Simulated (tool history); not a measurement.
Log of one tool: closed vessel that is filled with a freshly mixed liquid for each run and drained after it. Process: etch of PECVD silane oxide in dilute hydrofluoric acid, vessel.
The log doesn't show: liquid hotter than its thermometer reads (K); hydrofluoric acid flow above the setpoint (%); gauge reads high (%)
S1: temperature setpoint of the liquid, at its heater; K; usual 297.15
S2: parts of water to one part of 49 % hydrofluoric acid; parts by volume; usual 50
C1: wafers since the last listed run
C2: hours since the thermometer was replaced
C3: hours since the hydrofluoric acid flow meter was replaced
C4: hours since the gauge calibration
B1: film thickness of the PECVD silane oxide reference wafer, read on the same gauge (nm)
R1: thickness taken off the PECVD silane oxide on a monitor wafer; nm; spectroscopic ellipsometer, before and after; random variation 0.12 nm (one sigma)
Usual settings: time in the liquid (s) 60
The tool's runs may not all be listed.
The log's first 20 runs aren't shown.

Run 21, hour 255.1: usual settings but S1 299.65 K; C1 1604; C2 73.9; C3 850.3; C4 236.3; B1 150.01. Result: R1 27.57 nm.
Run 22, hour 262.9: usual settings but S1 300.65 K, time in the liquid (s) 40; C1 834; C2 81.7; C3 858.1; C4 244.1; B1 149.98. Result: R1 19.39 nm.
Run 23, hour 270.8: usual settings but S1 300.65 K, time in the liquid (s) 85; C1 845; C2 89.6; C3 866; C4 252; B1 150. Result: R1 40.54 nm.
At hour 274.6: gauge calibrated.
At hour 286.5: hydrofluoric acid flow meter replaced.
Run 24, hour 287: usual settings but S2 55 parts by volume, time in the liquid (s) 90; C1 1625; C2 105.8; C3 0.5; C4 12.4; B1 149.99. Result: R1 30.61 nm.
Run 25, hour 297.4: usual settings but S1 292.65 K, time in the liquid (s) 40; C1 1112; C2 116.2; C3 10.9; C4 22.8; B1 150.02. Result: R1 12.6 nm.
Run 26, hour 337.5: usual settings but S1 301.15 K, S2 60 parts by volume, time in the liquid (s) 45; C1 4289; C2 156.3; C3 51; C4 62.9; B1 150.02. Result: R1 16.73 nm.
Run 27, hour 344.5: usual settings but time in the liquid (s) 30; C1 748; C2 163.3; C3 58; C4 69.9; B1 150.03. Result: R1 11.57 nm.
Run 28, hour 352.4: usual settings but S1 295.15 K; C1 845; C2 171.2; C3 65.9; C4 77.8; B1 149.99. Result: R1 21.27 nm.
Run 29, hour 368.6: usual settings but S1 299.65 K, S2 60 parts by volume, time in the liquid (s) 80; C1 1732; C2 187.4; C3 82.1; C4 94; B1 149.99. Result: R1 28.32 nm.
Run 30, hour 385.9: usual settings; C1 1850; C2 204.7; C3 99.4; C4 111.3; B1 150.01. Result: R1 23.32 nm.
Run 31, hour 402.5: usual settings; C1 1775; C2 221.3; C3 116; C4 127.9; B1 149.99. Result: R1 23.17 nm.

Forecast each of these 5 alternatives for the next run:
Run A, hour 403.2: usual settings but S2 30 parts by volume; C1 74; C2 222; C3 116.7; C4 128.6; B1 ?. Result: R1 ?.
Run B, hour 403.2: usual settings but S1 299.15 K, S2 55 parts by volume; C1 74; C2 222; C3 116.7; C4 128.6; B1 ?. Result: R1 ?.
Run C, hour 403.2: usual settings but S1 295.15 K, S2 30 parts by volume, time in the liquid (s) 85; C1 74; C2 222; C3 116.7; C4 128.6; B1 ?. Result: R1 ?.
Run D, hour 403.2: usual settings but S2 70 parts by volume, time in the liquid (s) 70; C1 74; C2 222; C3 116.7; C4 128.6; B1 ?. Result: R1 ?.
Run E, hour 403.2: usual settings but S1 299.65 K, S2 60 parts by volume, time in the liquid (s) 75; C1 74; C2 222; C3 116.7; C4 128.6; B1 ?. Result: R1 ?.

run      B1     R1
  A  150.01  40.12
  B  150.01  22.95
  C  150.01  52.26
  D  150.01  19.03
  E  150.01  26.64
Without the tool's hidden state the same runs would have given:
run     R1
  A  37.84
  B  21.66
  C  49.28
  D  17.95
  E  25.14
